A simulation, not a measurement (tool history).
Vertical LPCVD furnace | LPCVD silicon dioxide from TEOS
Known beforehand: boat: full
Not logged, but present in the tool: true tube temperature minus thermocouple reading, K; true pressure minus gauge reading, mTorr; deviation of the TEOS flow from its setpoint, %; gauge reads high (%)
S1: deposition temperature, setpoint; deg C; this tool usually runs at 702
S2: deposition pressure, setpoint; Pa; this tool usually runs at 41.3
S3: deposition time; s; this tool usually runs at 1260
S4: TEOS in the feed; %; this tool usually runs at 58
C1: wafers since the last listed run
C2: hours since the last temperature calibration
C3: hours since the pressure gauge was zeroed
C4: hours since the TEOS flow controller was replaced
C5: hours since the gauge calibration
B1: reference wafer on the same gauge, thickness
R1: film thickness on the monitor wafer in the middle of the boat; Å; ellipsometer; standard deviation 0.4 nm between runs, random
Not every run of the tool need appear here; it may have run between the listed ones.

| run | hour | S1 | S2 | S3 | S4 | C1 | C2 | C3 | C4 | C5 | B1 | R1 |
|---|---|---|---|---|---|---|---|---|---|---|---|---|
| 1 | 0 | 702 | 41.3 | 1260 | 58 | 0 | 3212.6 | 2483.5 | 4156.4 | 14.2 | 116.97 | 1345.6 |
| 2 | 92.8 | 710 | 41.3 | 1260 | 58 | 1605 | 3305.4 | 2576.3 | 4249.2 | 107 | 117.04 | 1621.5 |
| 3 | 167.8 | 710 | 41.3 | 1260 | 58 | 1297 | 3380.4 | 2651.3 | 4324.2 | 182 | 117 | 1616.8 |
| 4 | 206.6 | 702 | 41.3 | 1260 | 58 | 671 | 3419.2 | 2690.1 | 4363 | 220.8 | 117.08 | 1347.4 |
| 5 | 311.1 | 702 | 41.3 | 1260 | 58 | 1808 | 3523.7 | 2794.6 | 4467.5 | 325.3 | 116.93 | 1338.1 |
| 6 | 361.1 | 702 | 41.3 | 1260 | 58 | 865 | 3573.7 | 2844.6 | 4517.5 | 375.3 | 117.02 | 1351.1 |
| 7 | 456.7 | 702 | 41.3 | 1260 | 58 | 1654 | 3669.3 | 2940.2 | 4613.1 | 470.9 | 116.98 | 1348.4 |
|  | 502.5 | gauge calibrated |
| 8 | 564 | 702 | 41.3 | 1260 | 58 | 1856 | 3776.6 | 3047.5 | 4720.4 | 61.5 | 117.02 | 1338.4 |
| 9 | 602 | 705 | 41.3 | 1260 | 69 | 657 | 3814.6 | 3085.5 | 4758.4 | 99.5 | 116.83 | 1570.2 |
|  | 631.3 | thermocouples replaced and temperature profile calibrated |
|  | 671.1 | pressure gauge zeroed |
| 10 | 671.6 | 697 | 41.3 | 1680 | 64 | 373 | 40.3 | 0.5 | 4828 | 169.1 | 116.97 | 1674.8 |
| 11 | 697.2 | 697 | 41.3 | 1680 | 64 | 443 | 65.9 | 26.1 | 4853.6 | 194.7 | 117.11 | 1666 |
| 12 | 785.2 | 702 | 41.3 | 1050 | 58 | 1522 | 153.9 | 114.1 | 4941.6 | 282.7 | 116.96 | 1119.5 |
|  | 819 | TEOS flow controller replaced |
| 13 | 881.4 | 706 | 41.3 | 1740 | 58 | 1249 | 250.1 | 210.3 | 62.4 | 378.9 | 116.92 | 2028.8 |
| 14 | 918.8 | 702 | 44.7 | 1260 | 62 | 647 | 287.5 | 247.7 | 99.8 | 416.3 | 116.89 | 1435.6 |
|  | 1010.3 | gauge calibrated |
| 15 | 1019.8 | 702 | 41.3 | 1620 | 52 | 1747 | 388.5 | 348.7 | 200.8 | 9.5 | 117.04 | 1634.8 |
| 16 | 1087.5 | 702 | 41.3 | 1260 | 58 | 1171 | 456.2 | 416.4 | 268.5 | 77.2 | 117.02 | 1350.8 |

4 ways to go on from here, each from the tool as it stands after run 16. What would each give?
| A | 1091.8 | 702 | 35.3 | 1260 | 58 | 74 | 460.5 | 420.7 | 272.8 | 81.5 | ? | ? |
| B | 1091.8 | 702 | 46.7 | 1260 | 53 | 74 | 460.5 | 420.7 | 272.8 | 81.5 | ? | ? |
| C | 1091.8 | 713 | 31.3 | 1470 | 49 | 74 | 460.5 | 420.7 | 272.8 | 81.5 | ? | ? |
| D | 1091.8 | 693 | 41.3 | 1260 | 58 | 74 | 460.5 | 420.7 | 272.8 | 81.5 | ? | ? |

| run | B1 | R1 |
|---|---|---|
| A | 117.13 | 1242.7 |
| B | 117.13 | 1365.3 |
| C | 117.13 | 1614.5 |
| D | 117.13 | 1089.1 |
Stripped of hidden state, with their random variation kept, the same runs would have yielded:
| run | R1 |
|---|---|
| A | 1242.7 |
| B | 1365.3 |
| C | 1614.5 |
| D | 1089.1 |
